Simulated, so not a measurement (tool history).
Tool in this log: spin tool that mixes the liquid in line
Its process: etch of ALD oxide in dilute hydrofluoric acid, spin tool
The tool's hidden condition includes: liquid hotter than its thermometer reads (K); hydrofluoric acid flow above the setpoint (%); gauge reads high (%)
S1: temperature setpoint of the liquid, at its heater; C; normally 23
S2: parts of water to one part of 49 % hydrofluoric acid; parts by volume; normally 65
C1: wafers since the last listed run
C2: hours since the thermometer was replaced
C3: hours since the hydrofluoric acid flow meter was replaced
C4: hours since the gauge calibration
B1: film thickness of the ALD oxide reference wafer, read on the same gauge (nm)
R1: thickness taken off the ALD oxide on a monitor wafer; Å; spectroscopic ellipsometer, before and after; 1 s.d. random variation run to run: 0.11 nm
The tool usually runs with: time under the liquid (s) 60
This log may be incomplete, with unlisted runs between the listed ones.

Run 1, hour 0: usual settings but time under the liquid (s) 70; C1 0; C2 1624.6; C3 361; C4 557.6; B1 90. Result: R1 184.2 Å.
Run 2, hour 63.3: usual settings but time under the liquid (s) 70; C1 562; C2 1687.9; C3 424.3; C4 620.9; B1 90.01. Result: R1 185.7 Å.
Run 3, hour 141.2: usual settings; C1 692; C2 1765.8; C3 502.2; C4 698.8; B1 90.03. Result: R1 161 Å.
Run 4, hour 184.6: usual settings; C1 385; C2 1809.2; C3 545.6; C4 742.2; B1 90. Result: R1 160.4 Å.
Run 5, hour 228.9: usual settings; C1 393; C2 1853.5; C3 589.9; C4 786.5; B1 89.99. Result: R1 159 Å.
Run 6, hour 329.5: usual settings but time under the liquid (s) 50; C1 894; C2 1954.1; C3 690.5; C4 887.1; B1 90. Result: R1 134 Å.
Run 7, hour 436.3: usual settings but time under the liquid (s) 50; C1 949; C2 2060.9; C3 797.3; C4 993.9; B1 90. Result: R1 134.9 Å.
Run 8, hour 684.9: usual settings but time under the liquid (s) 50; C1 2209; C2 2309.5; C3 1045.9; C4 1242.5; B1 90.01. Result: R1 134.2 Å.
Run 9, hour 738.1: usual settings; C1 472; C2 2362.7; C3 1099.1; C4 1295.7; B1 90.02. Result: R1 162 Å.
Run 10, hour 776.1: usual settings; C1 337; C2 2400.7; C3 1137.1; C4 1333.7; B1 89.99. Result: R1 164 Å.
At hour 805.1: gauge calibrated.
Run 11, hour 829.9: usual settings; C1 478; C2 2454.5; C3 1190.9; C4 24.8; B1 89.99. Result: R1 160.5 Å.
Run 12, hour 926.5: usual settings but S1 24.5 C, S2 85 parts by volume; C1 858; C2 2551.1; C3 1287.5; C4 121.4; B1 89.98. Result: R1 128.9 Å.
Run 13, hour 976: usual settings but S1 25 C, S2 35 parts by volume, time under the liquid (s) 75; C1 440; C2 2600.6; C3 1337; C4 170.9; B1 90. Result: R1 431.8 Å.
Run 14, hour 1077: usual settings; C1 897; C2 2701.6; C3 1438; C4 271.9; B1 90. Result: R1 163.9 Å.
At hour 1081.2: thermometer replaced.
Run 15, hour 1162.2: usual settings but S1 25 C, time under the liquid (s) 40; C1 748; C2 81; C3 1523.2; C4 357.1; B1 90. Result: R1 111 Å.
Run 16, hour 1445: usual settings but S1 18 C, S2 75 parts by volume; C1 2513; C2 363.8; C3 1806; C4 639.9; B1 89.99. Result: R1 107.8 Å.
Run 17, hour 1522: usual settings but S1 21 C, S2 75 parts by volume, time under the liquid (s) 40; C1 684; C2 440.8; C3 1883; C4 716.9; B1 90. Result: R1 80.4 Å.
At hour 1528.2: hydrofluoric acid flow meter replaced.
Run 18, hour 1585.4: usual settings but S2 40 parts by volume, time under the liquid (s) 85; C1 554; C2 504.2; C3 57.2; C4 780.3; B1 90. Result: R1 366 Å.
Run 19, hour 1664.7: usual settings but S1 18.5 C, S2 45 parts by volume, time under the liquid (s) 85; C1 704; C2 583.5; C3 136.5; C4 859.6; B1 90.01. Result: R1 264.9 Å.
Run 20, hour 1738.9: usual settings; C1 659; C2 657.7; C3 210.7; C4 933.8; B1 90. Result: R1 154.8 Å.
Run 21, hour 1786.5: usual settings; C1 423; C2 705.3; C3 258.3; C4 981.4; B1 90.01. Result: R1 153.4 Å.
Run 22, hour 1869.4: usual settings but S1 26.5 C, S2 85 parts by volume, time under the liquid (s) 75; C1 736; C2 788.2; C3 341.2; C4 1064.3; B1 89.98. Result: R1 164.9 Å.
Run 23, hour 1959: usual settings but time under the liquid (s) 90; C1 796; C2 877.8; C3 430.8; C4 1153.9; B1 90. Result: R1 231.1 Å.
Run 24, hour 2060.5: usual settings but S1 20.5 C, S2 40 parts by volume, time under the liquid (s) 45; C1 902; C2 979.3; C3 532.3; C4 1255.4; B1 90.02. Result: R1 174.6 Å.
Run 25, hour 2160.1: usual settings; C1 885; C2 1078.9; C3 631.9; C4 1355; B1 90. Result: R1 153.4 Å.

Difference, measured minus no-hidden-state, one row per run. Run-to-run variation is common to both terms; the gauge's own scatter need not be:
run     R1
  1  +10.1
  2  +10.5
  3   +9.5
  4   +9.7
  5   +9.8
  6   +8.7
  7   +9.1
  8  +10.1
  9  +12.4
 10  +12.8
 11  +12.7
 12  +10.3
 13  +36.5
 14  +14.2
 15   +0.6
 16   +1.7
 17   +1.4
 18   +7.1
 19     +6
 20   +3.7
 21   +3.8
 22   +4.4
 23   +7.1
 24   +6.1
 25   +5.7
